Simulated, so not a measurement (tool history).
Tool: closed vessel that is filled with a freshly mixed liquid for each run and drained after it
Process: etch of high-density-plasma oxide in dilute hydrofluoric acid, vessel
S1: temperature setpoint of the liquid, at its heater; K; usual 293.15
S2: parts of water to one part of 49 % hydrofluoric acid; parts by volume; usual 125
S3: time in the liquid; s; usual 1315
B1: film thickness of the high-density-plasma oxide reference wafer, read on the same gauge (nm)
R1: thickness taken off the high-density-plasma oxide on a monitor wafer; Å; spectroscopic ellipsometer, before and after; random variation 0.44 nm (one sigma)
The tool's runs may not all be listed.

| run | hour | S1 | S2 | S3 | B1 | R1 |
|---|---|---|---|---|---|---|
| 1 | 0 | 293.15 | 145 | 1315 | 90.03 | 474.6 |
| 2 | 102.6 | 293.15 | 145 | 1315 | 89.96 | 483.2 |
| 3 | 233.8 | 293.15 | 145 | 1315 | 89.98 | 478.2 |
| 4 | 299.5 | 293.15 | 125 | 1315 | 89.99 | 564.9 |
| 5 | 375.5 | 293.15 | 125 | 1315 | 90 | 560.5 |
| 6 | 444.1 | 293.15 | 125 | 975 | 89.99 | 412.2 |
| 7 | 537.4 | 296.65 | 125 | 820 | 90.02 | 401.4 |
| 8 | 590.7 | 293.15 | 125 | 1315 | 90.02 | 553.2 |
| 9 | 632.2 | 293.15 | 125 | 1315 | 89.99 | 550 |
| 10 | 671.2 | 293.15 | 125 | 1315 | 90.01 | 556.7 |
| 11 | 851.7 | 293.15 | 125 | 1315 | 89.97 | 592.9 |
| 12 | 891 | 293.15 | 125 | 1315 | 89.99 | 593.5 |
| 13 | 959.9 | 293.15 | 125 | 1315 | 89.98 | 590.4 |
| 14 | 1036 | 293.15 | 125 | 1315 | 89.97 | 587.3 |
| 15 | 1104.8 | 293.15 | 85 | 920 | 90.03 | 627.4 |
| 16 | 1159.4 | 291.15 | 125 | 1315 | 90.04 | 535.6 |
| 17 | 1201.7 | 290.15 | 125 | 1315 | 89.97 | 516 |
| 18 | 1245.5 | 293.15 | 125 | 1605 | 90.01 | 709.2 |
| 19 | 1319.5 | 293.15 | 125 | 1315 | 89.97 | 576.8 |
| 20 | 1403 | 290.15 | 125 | 665 | 90.03 | 256.8 |
| 21 | 1502.1 | 293.15 | 125 | 1315 | 90 | 569.4 |
| 22 | 1544.7 | 290.15 | 125 | 670 | 90.04 | 259.4 |
| 23 | 1632.6 | 290.15 | 140 | 1540 | 89.97 | 509.7 |
| 24 | 1735.8 | 290.15 | 170 | 1315 | 90 | 367.9 |
| 25 | 1813.9 | 296.15 | 180 | 1315 | 89.95 | 434.2 |
| 26 | 1907.2 | 293.15 | 125 | 1315 | 89.99 | 582.7 |
| 27 | 1952.7 | 293.15 | 125 | 1315 | 90.02 | 573.5 |
| 28 | 2159.5 | 290.15 | 85 | 935 | 90 | 558.5 |
| 29 | 2198.8 | 295.65 | 75 | 1705 | 90.01 | 1459.6 |
| 30 | 2288 | 293.15 | 125 | 1315 | 90.02 | 571.2 |

Not shown: 4 entries that the log had between the listed runs. Between which runs, and how does the tool's hidden state differ before and after?
Between runs 10 and 11: thermometer replaced (hour 777.2)
  liquid colder than its thermometer reads (K): 1.94 -> 0.2; hydrofluoric acid flow below the setpoint (%): 2.39 -> 2.66
  measured less the result without the state, R1: -62.5 -> -23.4 Å
Between runs 13 and 14: gauge calibrated (hour 1007.3)
  liquid colder than its thermometer reads (K): 0.277 -> 0.331; hydrofluoric acid flow below the setpoint (%): 2.82 -> 2.93
  measured less the result without the state, R1: -26.5 -> -28.3 Å
Between runs 23 and 24: hydrofluoric acid flow meter replaced (hour 1635.1)
  liquid colder than its thermometer reads (K): 0.757 -> 0.831; hydrofluoric acid flow below the setpoint (%): 3.83 -> 0.623
  measured less the result without the state, R1: -40.1 -> -15.4 Å
Between runs 29 and 30: gauge calibrated (hour 2214)
  liquid colder than its thermometer reads (K): 1.16 -> 1.23; hydrofluoric acid flow below the setpoint (%): 1.32 -> 1.45
  measured less the result without the state, R1: -93.5 -> -39.3 Å
